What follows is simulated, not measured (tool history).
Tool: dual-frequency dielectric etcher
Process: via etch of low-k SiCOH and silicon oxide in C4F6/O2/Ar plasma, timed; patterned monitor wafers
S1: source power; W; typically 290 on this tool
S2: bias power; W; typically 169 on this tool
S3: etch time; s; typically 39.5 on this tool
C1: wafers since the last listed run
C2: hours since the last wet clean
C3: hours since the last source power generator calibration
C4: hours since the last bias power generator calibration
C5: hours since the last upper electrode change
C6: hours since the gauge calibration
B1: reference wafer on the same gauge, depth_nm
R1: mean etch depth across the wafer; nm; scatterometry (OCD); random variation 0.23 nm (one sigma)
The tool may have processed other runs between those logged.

run,hour,S1,S2,S3,C1,C2,C3,C4,C5,C6,B1,R1
1,0,290,169,36.5,0,247.9,1539.3,2908.1,2581.6,0.4,80.5,77.9
2,35.3,290,169,39.5,580,283.2,1574.6,2943.4,2616.9,35.7,80.5,84.4
3,61.6,290,169,39.5,432,309.5,1600.9,2969.7,2643.2,62,80.5,84.5
4,146.9,290,169,39.5,1402,394.8,1686.2,3055,2728.5,147.3,80.2,83.7
5,177.5,270,169,31,503,425.4,1716.8,3085.6,2759.1,177.9,80.2,63.9
6,209.3,270,169,31,522,457.2,1748.6,3117.4,2790.9,209.7,80,63.7
7,242.9,290,169,39.5,552,490.8,1782.2,3151,2824.5,243.3,80,84.1
8,256.8,290,169,44.5,228,504.7,1796.1,3164.9,2838.4,257.2,79.8,94.6
# hour 287: wet clean of the chamber
9,287.5,290,169,39.5,110,0.5,1826.8,3195.6,2869.1,287.9,79.6,83.7
# hour 305.1: bias power generator calibrated
10,305.6,250,153,36,231,18.6,1844.9,0.5,2887.2,306,79.6,67.9
# hour 325.9: gauge calibrated
# hour 333.4: source power generator calibrated
11,334.2,290,169,44,404,47.2,0.8,29.1,2915.8,8.3,80.5,94.1
# hour 381.6: upper electrode replaced
12,382.1,320,169,47,392,95.1,48.7,77,0.5,56.2,80.4,104.8
13,388.4,290,169,39.5,103,101.4,55,83.3,6.8,62.5,80.4,84.1
14,418.1,290,169,39.5,488,131.1,84.7,113,36.5,92.2,80.3,84.3
15,438.5,360,151,39.5,335,151.5,105.1,133.4,56.9,112.6,80.3,86.8
16,453.1,290,201,39.5,240,166.1,119.7,148,71.5,127.2,80.2,91.6
17,478.7,310,196,32.5,420,191.7,145.3,173.6,97.1,152.8,80.1,76.5
18,505.2,240,151,50.5,435,218.2,171.8,200.1,123.6,179.3,80.2,93

Each row is a separate what-if for the run after 18, all from the same tool condition, not one after another. Results?
A,505.6,290,209,39.5,6,218.6,172.2,200.5,124,179.7,?,?
B,505.6,350,188,39.5,6,218.6,172.2,200.5,124,179.7,?,?
C,505.6,290,130,49.5,6,218.6,172.2,200.5,124,179.7,?,?

run,B1,R1
A,80.1,93.2
B,80.1,95.5
C,80.1,91.4
With no hidden state in the tool, these same runs would have given:
run,R1
A,93.7
B,96.1
C,92

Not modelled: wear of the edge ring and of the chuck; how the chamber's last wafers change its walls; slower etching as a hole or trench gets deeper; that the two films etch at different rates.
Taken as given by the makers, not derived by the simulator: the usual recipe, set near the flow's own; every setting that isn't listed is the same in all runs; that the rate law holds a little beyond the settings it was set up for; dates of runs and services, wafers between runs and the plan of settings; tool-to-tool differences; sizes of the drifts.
